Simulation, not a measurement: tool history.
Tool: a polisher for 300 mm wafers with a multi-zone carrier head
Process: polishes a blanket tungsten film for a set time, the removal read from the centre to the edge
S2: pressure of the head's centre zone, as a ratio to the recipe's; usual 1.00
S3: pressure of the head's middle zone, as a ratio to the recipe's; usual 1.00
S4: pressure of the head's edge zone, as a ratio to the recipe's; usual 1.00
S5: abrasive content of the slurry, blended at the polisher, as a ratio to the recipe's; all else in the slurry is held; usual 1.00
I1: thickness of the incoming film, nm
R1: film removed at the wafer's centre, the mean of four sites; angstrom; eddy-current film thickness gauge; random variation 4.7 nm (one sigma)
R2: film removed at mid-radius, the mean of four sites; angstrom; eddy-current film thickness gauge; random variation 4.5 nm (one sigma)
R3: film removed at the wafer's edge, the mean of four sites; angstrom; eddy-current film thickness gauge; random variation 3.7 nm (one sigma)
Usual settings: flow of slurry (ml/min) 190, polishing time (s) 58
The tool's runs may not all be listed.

Run 1, hour 0.0: usual settings; I1 1104.2. Result: R1 2995 angstrom, R2 3205 angstrom, R3 3182 angstrom.
Run 2, hour 55.8: usual settings; I1 1081.1. Result: R1 2769 angstrom, R2 3052 angstrom, R3 2983 angstrom.
Run 3, hour 119.8: usual settings; I1 1099.4. Result: R1 2705 angstrom, R2 2903 angstrom, R3 2909 angstrom.
At hour 168.8: slurry nozzle cleaned.
Run 4, hour 172.0: usual settings; I1 1074.7. Result: R1 2666 angstrom, R2 2956 angstrom, R3 2828 angstrom.
At hour 215.3: worn pad replaced by a new one.
Run 5, hour 243.1: usual settings; I1 1102.4. Result: R1 2804 angstrom, R2 3048 angstrom, R3 3049 angstrom.
Run 6, hour 269.7: usual settings; I1 1100.6. Result: R1 2793 angstrom, R2 3014 angstrom, R3 2960 angstrom.
Run 7, hour 294.1: usual settings; I1 1113.6. Result: R1 2732 angstrom, R2 2949 angstrom, R3 2929 angstrom.
At hour 306.7: edge zone pressure recalibrated.
Run 8, hour 321.7: usual settings; I1 1091.0. Result: R1 2635 angstrom, R2 2877 angstrom, R3 2943 angstrom.
Run 9, hour 388.4: usual settings; I1 1086.8. Result: R1 2673 angstrom, R2 2790 angstrom, R3 2855 angstrom.
At hour 395.8: slurry nozzle cleaned.
Run 10, hour 439.6: usual settings but S3 0.93, polishing time (s) 48; I1 1097.3. Result: R1 2130 angstrom, R2 2202 angstrom, R3 2305 angstrom.
At hour 473.5: worn pad replaced by a new one.
Run 11, hour 480.7: usual settings but S3 0.94, S4 1.10, S5 0.85; I1 1105.3. Result: R1 2831 angstrom, R2 2891 angstrom, R3 3126 angstrom.
Run 12, hour 529.5: usual settings but polishing time (s) 47; I1 1083.4. Result: R1 2228 angstrom, R2 2444 angstrom, R3 2456 angstrom.
At hour 589.6: carrier head's membrane replaced by a new one.
At hour 616.4: slurry nozzle cleaned.
Run 13, hour 695.9: usual settings but flow of slurry (ml/min) 125; I1 1096.1. Result: R1 2469 angstrom, R2 2762 angstrom, R3 2701 angstrom.
At hour 727.9: worn pad replaced by a new one.
At hour 795.2: edge zone pressure recalibrated.
At hour 798.4: centre zone pressure recalibrated.
At hour 820.2: slurry nozzle cleaned.
Run 14, hour 901.5: usual settings but flow of slurry (ml/min) 245, S3 1.10, S4 0.95, polishing time (s) 40; I1 1103.7. Result: R1 2015 angstrom, R2 2206 angstrom, R3 1949 angstrom.
Run 15, hour 940.6: usual settings but polishing time (s) 45; I1 1095.7. Result: R1 2139 angstrom, R2 2307 angstrom, R3 2211 angstrom.
At hour 948.5: worn pad replaced by a new one.
Run 16, hour 992.8: usual settings but S3 0.92, S5 0.90; I1 1109.0. Result: R1 2737 angstrom, R2 2790 angstrom, R3 2871 angstrom.
At hour 1033.1: slurry nozzle cleaned.
Run 17, hour 1046.5: usual settings; I1 1101.1. Result: R1 2802 angstrom, R2 3026 angstrom, R3 2859 angstrom.
Run 18, hour 1104.7: usual settings but S4 0.96; I1 1112.1. Result: R1 2727 angstrom, R2 2880 angstrom, R3 2755 angstrom.
Run 19, hour 1155.1: usual settings but polishing time (s) 47; I1 1106.2. Result: R1 2145 angstrom, R2 2322 angstrom, R3 2322 angstrom.

3 ways to go on from here, each from the tool as it stands after run 19. What would each give?
Run A, hour 1155.5: usual settings but S2 1.12; I1 1096.2. Result: R1 ?, R2 ?, R3 ?.
Run B, hour 1155.5: usual settings but S2 0.91; I1 1096.2. Result: R1 ?, R2 ?, R3 ?.
Run C, hour 1155.5: usual settings but S5 1.25; I1 1096.2. Result: R1 ?, R2 ?, R3 ?.

run    R1    R2    R3
  A  3047  2862  2856
  B  2560  2864  2856
  C  3012  3115  3108
Without the tool's hidden state the same runs would have given:
run    R1    R2    R3
  A  3734  3275  3270
  B  3140  3278  3270
  C  3693  3565  3558
